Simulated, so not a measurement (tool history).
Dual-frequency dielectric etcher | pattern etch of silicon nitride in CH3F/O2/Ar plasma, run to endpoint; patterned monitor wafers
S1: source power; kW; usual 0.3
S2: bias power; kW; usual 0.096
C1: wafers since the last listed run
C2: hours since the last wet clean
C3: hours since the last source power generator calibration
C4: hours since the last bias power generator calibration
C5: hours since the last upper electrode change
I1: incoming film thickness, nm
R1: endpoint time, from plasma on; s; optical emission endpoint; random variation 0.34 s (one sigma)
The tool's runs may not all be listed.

Run 1, hour 0: usual settings but S2 0.101 kW; C1 0; C2 431.8; C3 1871.9; C4 3028.4; C5 4295.8; I1 32.9. Result: R1 46.4 s.
Run 2, hour 60.7: usual settings but S2 0.101 kW; C1 799; C2 492.5; C3 1932.6; C4 3089.1; C5 4356.5; I1 32.78. Result: R1 46.6 s.
Run 3, hour 100.3: usual settings but S2 0.084 kW; C1 521; C2 532.1; C3 1972.2; C4 3128.7; C5 4396.1; I1 32.95. Result: R1 51.7 s.
At hour 126.4: wet clean of the chamber.
Run 4, hour 145.7: usual settings but S2 0.084 kW; C1 281; C2 19.3; C3 2017.6; C4 3174.1; C5 4441.5; I1 32.47. Result: R1 53.1 s.
Run 5, hour 202.6: usual settings but S2 0.084 kW; C1 749; C2 76.2; C3 2074.5; C4 3231; C5 4498.4; I1 32.74. Result: R1 53.1 s.
Run 6, hour 234: usual settings but S1 0.35 kW; C1 413; C2 107.6; C3 2105.9; C4 3262.4; C5 4529.8; I1 32.66. Result: R1 47.3 s.
Run 7, hour 273.3: usual settings but S1 0.35 kW; C1 517; C2 146.9; C3 2145.2; C4 3301.7; C5 4569.1; I1 32.59. Result: R1 46.6 s.
Run 8, hour 342.2: usual settings; C1 907; C2 215.8; C3 2214.1; C4 3370.6; C5 4638; I1 32.57. Result: R1 48.8 s.
Run 9, hour 405.7: usual settings; C1 835; C2 279.3; C3 2277.6; C4 3434.1; C5 4701.5; I1 32.87. Result: R1 48.3 s.
Run 10, hour 465.3: usual settings; C1 784; C2 338.9; C3 2337.2; C4 3493.7; C5 4761.1; I1 33.03. Result: R1 48.8 s.
Run 11, hour 497.9: usual settings; C1 429; C2 371.5; C3 2369.8; C4 3526.3; C5 4793.7; I1 32.71. Result: R1 47.6 s.
At hour 542.6: wet clean of the chamber.
Run 12, hour 567.1: usual settings but S1 0.26 kW, S2 0.074 kW; C1 595; C2 24.5; C3 2439; C4 3595.5; C5 4862.9; I1 32.58. Result: R1 60 s.
Run 13, hour 597.1: usual settings but S1 0.35 kW; C1 394; C2 54.5; C3 2469; C4 3625.5; C5 4892.9; I1 32.72. Result: R1 47.4 s.
Run 14, hour 639.8: usual settings but S1 0.23 kW, S2 0.079 kW; C1 562; C2 97.2; C3 2511.7; C4 3668.2; C5 4935.6; I1 33.14. Result: R1 59.2 s.
Run 15, hour 688.8: usual settings but S1 0.24 kW, S2 0.075 kW; C1 645; C2 146.2; C3 2560.7; C4 3717.2; C5 4984.6; I1 32.4. Result: R1 58.1 s.
At hour 732.5: upper electrode replaced.
Run 16, hour 733: usual settings but S2 0.115 kW; C1 265; C2 190.4; C3 2604.9; C4 3761.4; C5 0.5; I1 32.64. Result: R1 44.5 s.
Run 17, hour 745.1: usual settings but S1 0.23 kW, S2 0.107 kW; C1 159; C2 202.5; C3 2617; C4 3773.5; C5 12.6; I1 32.5. Result: R1 49.3 s.
Run 18, hour 782.6: usual settings but S1 0.27 kW, S2 0.076 kW; C1 493; C2 240; C3 2654.5; C4 3811; C5 50.1; I1 32.58. Result: R1 56.3 s.
Run 19, hour 819.3: usual settings but S1 0.34 kW, S2 0.087 kW; C1 483; C2 276.7; C3 2691.2; C4 3847.7; C5 86.8; I1 32.85. Result: R1 49.5 s.
At hour 834.6: bias power generator calibrated.
Run 20, hour 887: usual settings but S1 0.32 kW, S2 0.117 kW; C1 838; C2 344.4; C3 2758.9; C4 52.4; C5 154.5; I1 32.61. Result: R1 42.7 s.
At hour 910.9: source power generator calibrated.
At hour 1073.3: wet clean of the chamber.
Run 21, hour 1073.8: usual settings; C1 2090; C2 0.5; C3 162.9; C4 239.2; C5 341.3; I1 32.89. Result: R1 50.5 s.
Run 22, hour 1080.5: usual settings but S1 0.34 kW, S2 0.117 kW; C1 88; C2 7.2; C3 169.6; C4 245.9; C5 348; I1 33.06. Result: R1 43.4 s.
Run 23, hour 1135.4: usual settings; C1 722; C2 62.1; C3 224.5; C4 300.8; C5 402.9; I1 32.82. Result: R1 49.9 s.
Run 24, hour 1187.9: usual settings; C1 691; C2 114.6; C3 277; C4 353.3; C5 455.4; I1 32.68. Result: R1 49.2 s.
Run 25, hour 1241.5: usual settings but S2 0.116 kW; C1 705; C2 168.2; C3 330.6; C4 406.9; C5 509; I1 32.82. Result: R1 44.2 s.
Run 26, hour 1291.4: usual settings; C1 656; C2 218.1; C3 380.5; C4 456.8; C5 558.9; I1 32.44. Result: R1 48.1 s.
Run 27, hour 1360.3: usual settings; C1 907; C2 287; C3 449.4; C4 525.7; C5 627.8; I1 32.47. Result: R1 48.1 s.
Run 28, hour 1412.6: usual settings but S1 0.27 kW, S2 0.088 kW; C1 688; C2 339.3; C3 501.7; C4 578; C5 680.1; I1 32.46. Result: R1 51.2 s.
Run 29, hour 1472.2: usual settings but S2 0.107 kW; C1 784; C2 398.9; C3 561.3; C4 637.6; C5 739.7; I1 32.82. Result: R1 45 s.
At hour 1508.9: wet clean of the chamber.
Run 30, hour 1533.2: usual settings but S1 0.24 kW, S2 0.078 kW; C1 487; C2 24.3; C3 622.3; C4 698.6; C5 800.7; I1 32.66. Result: R1 59.2 s.
Run 31, hour 1579.9: usual settings but S2 0.101 kW; C1 614; C2 71; C3 669; C4 745.3; C5 847.4; I1 32.72. Result: R1 48 s.
Run 32, hour 1644.2: usual settings but S1 0.25 kW, S2 0.119 kW; C1 846; C2 135.3; C3 733.3; C4 809.6; C5 911.7; I1 32.63. Result: R1 46.2 s.
Run 33, hour 1701.4: usual settings; C1 753; C2 192.5; C3 790.5; C4 866.8; C5 968.9; I1 32.81. Result: R1 49.6 s.
Run 34, hour 1762.9: usual settings but S2 0.081 kW; C1 809; C2 254; C3 852; C4 928.3; C5 1030.4; I1 32.67. Result: R1 52.8 s.
Run 35, hour 1812: usual settings but S2 0.084 kW; C1 646; C2 303.1; C3 901.1; C4 977.4; C5 1079.5; I1 32.53. Result: R1 52 s.

4 ways to go on from here, each from the tool as it stands after run 35. What would each give?
Run A, hour 1812.4: usual settings; C1 5; C2 303.5; C3 901.5; C4 977.8; C5 1079.9; I1 32.76. Result: R1 ?.
Run B, hour 1812.4: usual settings but S1 0.35 kW, S2 0.082 kW; C1 5; C2 303.5; C3 901.5; C4 977.8; C5 1079.9; I1 32.76. Result: R1 ?.
Run C, hour 1812.4: usual settings but S1 0.25 kW, S2 0.082 kW; C1 5; C2 303.5; C3 901.5; C4 977.8; C5 1079.9; I1 32.76. Result: R1 ?.
Run D, hour 1812.4: usual settings but S1 0.22 kW; C1 5; C2 303.5; C3 901.5; C4 977.8; C5 1079.9; I1 32.76. Result: R1 ?.

run    R1
  A  48.5
  B  50.6
  C  55.2
  D  52.3
Without the tool's hidden state the same runs would have given:
run    R1
  A  50.3
  B  52.5
  C  57.3
  D  54.2
